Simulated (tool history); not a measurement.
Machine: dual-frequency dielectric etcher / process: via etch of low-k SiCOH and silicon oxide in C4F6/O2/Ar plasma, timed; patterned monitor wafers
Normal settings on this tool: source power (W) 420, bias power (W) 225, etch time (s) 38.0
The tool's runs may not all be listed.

run   hour  source power (W)  bias power (W)  etch time (s)  wafers since the last listed run  hours since the last wet clean  hours since the last source power generator calibration  hours since the last bias power generator calibration  hours since the last upper electrode change  hours since the gauge calibration  read-back reference wafer on the same gauge, depth_nm  mean etch depth across the wafer (angstrom)
  1    0.0               420             241           38.0                                 0                           201.6                                                   2036.9                                                 1212.5                                       3007.6                              497.4                                                  104.8                                          992
  2   27.5               420             241           38.0                               293                           229.1                                                   2064.4                                                 1240.0                                       3035.1                              524.9                                                  105.1                                         1004
  3   50.6               420             241           38.0                               246                           252.2                                                   2087.5                                                 1263.1                                       3058.2                              548.0                                                  105.1                                         1010
  4   70.3               420             269           38.0                               210                           271.9                                                   2107.2                                                 1282.8                                       3077.9                              567.7                                                  105.3                                         1039
  5   98.9               420             269           38.0                               304                           300.5                                                   2135.8                                                 1311.4                                       3106.5                              596.3                                                  105.3                                         1049
  6  130.1               420             225           38.0                               332                           331.7                                                   2167.0                                                 1342.6                                       3137.7                              627.5                                                  105.5                                          987
  7  153.2               420             225           38.0                               246                           354.8                                                   2190.1                                                 1365.7                                       3160.8                              650.6                                                  106.1                                          989
  8  183.1               420             225           38.0                               318                           384.7                                                   2220.0                                                 1395.6                                       3190.7                              680.5                                                  106.2                                          990
  9  203.1               420             225           41.5                               213                           404.7                                                   2240.0                                                 1415.6                                       3210.7                              700.5                                                  106.1                                         1085
 10  216.6               420             225           41.5                               143                           418.2                                                   2253.5                                                 1429.1                                       3224.2                              714.0                                                  106.4                                         1084
 11  231.1               420             225           41.5                               154                           432.7                                                   2268.0                                                 1443.6                                       3238.7                              728.5                                                  106.7                                         1089
 12  253.9               460             225           38.0                               243                           455.5                                                   2290.8                                                 1466.4                                       3261.5                              751.3                                                  106.8                                         1019
     256.6  -- gauge calibrated
     268.6  -- source power generator calibrated
 13  276.6               460             225           38.0                               199                           478.2                                                      8.0                                                 1489.1                                       3284.2                               20.0                                                  103.1                                          993
     286.1  -- bias power generator calibrated
 14  295.3               460             225           38.0                               156                           496.9                                                     26.7                                                    9.2                                       3302.9                               38.7                                                  103.2                                          997
 15  326.4               420             259           38.0                               331                           528.0                                                     57.8                                                   40.3                                       3334.0                               69.8                                                  103.3                                         1007
 16  355.9               470             256           41.5                               314                           557.5                                                     87.3                                                   69.8                                       3363.5                               99.3                                                  103.3                                         1129
 17  379.3               420             269           38.0                               249                           580.9                                                    110.7                                                   93.2                                       3386.9                              122.7                                                  103.3                                         1026
 18  403.6               420             225           38.0                               259                           605.2                                                    135.0                                                  117.5                                       3411.2                              147.0                                                  103.3                                          967
     446.2  -- upper electrode replaced
 19  446.7               460             225           38.0                               203                           648.3                                                    178.1                                                  160.6                                          0.5                              190.1                                                  103.4                                         1000
 20  450.7               420             225           38.0                                42                           652.3                                                    182.1                                                  164.6                                          4.5                              194.1                                                  103.5                                          970
     477.5  -- wet clean of the chamber
 21  480.9               420             211           38.0                                66                             3.4                                                    212.3                                                  194.8                                         34.7                              224.3                                                  103.5                                          953
 22  509.4               420             225           38.0                               303                            31.9                                                    240.8                                                  223.3                                         63.2                              252.8                                                  103.6                                          972
 23  523.4               420             186           29.5                               149                            45.9                                                    254.8                                                  237.3                                         77.2                              266.8                                                  103.8                                          707
 24  558.9               420             225           38.0                               378                            81.4                                                    290.3                                                  272.8                                        112.7                              302.3                                                  103.8                                          973
 25  632.7               350             276           29.0                               786                           155.2                                                    364.1                                                  346.6                                        186.5                              376.1                                                  104.2                                          765
 26  663.7               450             261           42.0                               330                           186.2                                                    395.1                                                  377.6                                        217.5                              407.1                                                  104.4                                         1150
 27  698.6               420             225           38.0                               372                           221.1                                                    430.0                                                  412.5                                        252.4                              442.0                                                  104.4                                          981
 28  729.4               370             251           43.0                               328                           251.9                                                    460.8                                                  443.3                                        283.2                              472.8                                                  104.6                                         1110
 29  742.0               420             250           38.0                               134                           264.5                                                    473.4                                                  455.9                                        295.8                              485.4                                                  104.6                                         1016
 30  768.7               420             207           29.5                               284                           291.2                                                    500.1                                                  482.6                                        322.5                              512.1                                                  104.7                                          734
 31  794.2               360             225           38.0                               271                           316.7                                                    525.6                                                  508.1                                        348.0                              537.6                                                  105.2                                          948

Same runs, no hidden state in the tool, same run-to-run variation:
What the log doesn't record here: etch rate over this chamber's usual, %; source power that arrives over what is set, %; bias power that arrives over what is set, %; gauge reads high (%).
run  mean etch depth across the wafer (angstrom)
  1                                          980
  2                                          990
  3                                          994
  4                                         1022
  5                                         1029
  6                                          967
  7                                          966
  8                                          965
  9                                         1056
 10                                         1055
 11                                         1058
 12                                          989
 13                                          995
 14                                          999
 15                                         1009
 16                                         1130
 17                                         1027
 18                                          968
 19                                         1000
 20                                          970
 21                                          953
 22                                          970
 23                                          706
 24                                          970
 25                                          760
 26                                         1142
 27                                          972
 28                                         1098
 29                                         1005
 30                                          725
 31                                          934
